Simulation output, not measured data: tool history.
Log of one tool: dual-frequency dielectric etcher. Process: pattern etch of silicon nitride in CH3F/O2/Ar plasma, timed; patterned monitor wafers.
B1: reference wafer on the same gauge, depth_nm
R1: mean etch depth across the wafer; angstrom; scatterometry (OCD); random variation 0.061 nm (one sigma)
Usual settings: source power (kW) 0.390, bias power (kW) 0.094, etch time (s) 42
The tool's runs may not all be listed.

run 1 day=0.000 | source_power_(kW)=0.390 bias_power_(kW)=0.094 etch_time_(s)=42 | B1=34.59 | R1=320.5
-- day=4.575 wet clean of the chamber
run 2 day=4.596 | source_power_(kW)=0.390 bias_power_(kW)=0.094 etch_time_(s)=42 | B1=34.62 | R1=314.8
run 3 day=7.608 | source_power_(kW)=0.340 bias_power_(kW)=0.094 etch_time_(s)=42 | B1=34.58 | R1=304.6
run 4 day=12.092 | source_power_(kW)=0.340 bias_power_(kW)=0.094 etch_time_(s)=42 | B1=34.60 | R1=306.8
run 5 day=15.162 | source_power_(kW)=0.390 bias_power_(kW)=0.094 etch_time_(s)=42 | B1=34.62 | R1=320.5
-- day=20.267 wet clean of the chamber
run 6 day=20.288 | source_power_(kW)=0.390 bias_power_(kW)=0.094 etch_time_(s)=42 | B1=34.59 | R1=312.3
run 7 day=21.058 | source_power_(kW)=0.390 bias_power_(kW)=0.094 etch_time_(s)=42 | B1=34.59 | R1=313.3
-- day=22.312 source power generator calibrated
run 8 day=23.571 | source_power_(kW)=0.390 bias_power_(kW)=0.094 etch_time_(s)=42 | B1=34.61 | R1=315.4
run 9 day=25.129 | source_power_(kW)=0.390 bias_power_(kW)=0.094 etch_time_(s)=42 | B1=34.61 | R1=315.5
-- day=26.071 gauge calibrated
run 10 day=28.138 | source_power_(kW)=0.390 bias_power_(kW)=0.094 etch_time_(s)=42 | B1=34.60 | R1=317.0

Run 11 comes next. What will it give?
run 11 day=30.638 | source_power_(kW)=0.390 bias_power_(kW)=0.102 etch_time_(s)=33 | B1=? | R1=?

{"run 11": {"B1": 34.6, "R1": 255.6}}
Without the tool's hidden state the same run would have given R1 255.9 angstrom.

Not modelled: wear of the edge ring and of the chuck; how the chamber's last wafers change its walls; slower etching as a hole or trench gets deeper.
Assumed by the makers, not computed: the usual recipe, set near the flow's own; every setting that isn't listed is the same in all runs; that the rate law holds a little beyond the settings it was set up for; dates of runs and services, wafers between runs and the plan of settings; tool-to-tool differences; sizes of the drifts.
